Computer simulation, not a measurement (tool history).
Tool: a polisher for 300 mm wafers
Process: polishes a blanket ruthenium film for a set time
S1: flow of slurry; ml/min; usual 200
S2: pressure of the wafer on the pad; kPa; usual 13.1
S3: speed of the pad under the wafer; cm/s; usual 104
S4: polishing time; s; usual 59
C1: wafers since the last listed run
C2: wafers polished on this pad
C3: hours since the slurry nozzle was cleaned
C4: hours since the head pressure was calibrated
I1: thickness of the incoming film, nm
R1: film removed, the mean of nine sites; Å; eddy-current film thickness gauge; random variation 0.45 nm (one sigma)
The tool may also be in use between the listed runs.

| run | hour | S1 | S2 | S3 | S4 | C1 | C2 | C3 | C4 | I1 | R1 |
|---|---|---|---|---|---|---|---|---|---|---|---|
| 1 | 0.0 | 200 | 13.1 | 90 | 59 | 0 | 1099 | 15.2 | 800.6 | 595.0 | 599 |
| 2 | 29.2 | 200 | 13.1 | 90 | 59 | 276 | 1375 | 44.4 | 829.8 | 594.5 | 591 |
| 3 | 58.3 | 200 | 13.1 | 104 | 59 | 275 | 1651 | 73.5 | 858.9 | 589.5 | 669 |
| 4 | 87.2 | 200 | 13.1 | 104 | 59 | 273 | 1924 | 102.4 | 887.8 | 593.3 | 658 |
| 5 | 138.3 | 200 | 15.9 | 104 | 59 | 483 | 2408 | 153.5 | 938.9 | 590.6 | 803 |
| 6 | 209.2 | 255 | 13.1 | 104 | 59 | 671 | 3079 | 224.4 | 1009.8 | 587.2 | 682 |
|  | 216.5 | worn pad replaced by a new one |
| 7 | 269.9 | 225 | 13.1 | 122 | 59 | 536 | 505 | 285.1 | 1070.5 | 577.1 | 759 |
| 8 | 336.5 | 225 | 13.1 | 122 | 59 | 630 | 1135 | 351.7 | 1137.1 | 585.7 | 760 |
| 9 | 460.8 | 160 | 13.1 | 104 | 59 | 1176 | 2312 | 476.0 | 1261.4 | 592.4 | 593 |
| 10 | 516.2 | 200 | 13.1 | 104 | 59 | 524 | 2836 | 531.4 | 1316.8 | 590.2 | 612 |
|  | 568.3 | worn pad replaced by a new one |
|  | 568.3 | slurry nozzle cleaned |
| 11 | 582.5 | 200 | 13.1 | 104 | 59 | 589 | 134 | 14.2 | 1383.1 | 592.9 | 675 |
| 12 | 622.5 | 200 | 13.1 | 104 | 59 | 378 | 512 | 54.2 | 1423.1 | 598.1 | 682 |
| 13 | 652.3 | 200 | 13.1 | 104 | 59 | 282 | 794 | 84.0 | 1452.9 | 586.9 | 679 |
|  | 698.6 | head pressure recalibrated |
| 14 | 711.5 | 200 | 13.1 | 104 | 59 | 541 | 1336 | 143.2 | 12.9 | 592.1 | 643 |
| 15 | 753.6 | 200 | 13.1 | 82 | 66 | 398 | 1734 | 185.3 | 55.0 | 592.2 | 598 |
| 16 | 824.8 | 200 | 13.1 | 90 | 59 | 673 | 2408 | 256.5 | 126.2 | 595.7 | 568 |
|  | 864.1 | worn pad replaced by a new one |
| 17 | 1021.3 | 200 | 15.2 | 130 | 59 | 1822 | 1488 | 453.0 | 322.7 | 588.4 | 849 |
| 18 | 1091.6 | 260 | 13.1 | 104 | 59 | 665 | 2153 | 523.3 | 393.0 | 587.9 | 617 |
| 19 | 1131.1 | 200 | 13.1 | 104 | 59 | 373 | 2527 | 562.8 | 432.5 | 584.1 | 572 |
|  | 1139.3 | slurry nozzle cleaned |
| 20 | 1165.1 | 200 | 17.2 | 72 | 71 | 312 | 2839 | 25.8 | 466.5 | 587.7 | 776 |
|  | 1179.3 | worn pad replaced by a new one |
| 21 | 1192.5 | 200 | 15.2 | 130 | 59 | 221 | 125 | 53.2 | 493.9 | 589.9 | 891 |
| 22 | 1259.6 | 200 | 13.1 | 74 | 59 | 635 | 760 | 120.3 | 561.0 | 597.8 | 505 |
| 23 | 1318.9 | 200 | 13.1 | 122 | 59 | 561 | 1321 | 179.6 | 620.3 | 591.7 | 726 |
| 24 | 1384.5 | 200 | 13.1 | 90 | 59 | 620 | 1942 | 245.2 | 685.9 | 589.5 | 580 |

Run 25 comes next. What will it give?
| 25 | 1437.6 | 225 | 11.0 | 114 | 45 | 502 | 2445 | 298.3 | 739.0 | 587.9 | ? |

R1: 448 Å
Without the tool's hidden state the same run would have given R1 443 Å.

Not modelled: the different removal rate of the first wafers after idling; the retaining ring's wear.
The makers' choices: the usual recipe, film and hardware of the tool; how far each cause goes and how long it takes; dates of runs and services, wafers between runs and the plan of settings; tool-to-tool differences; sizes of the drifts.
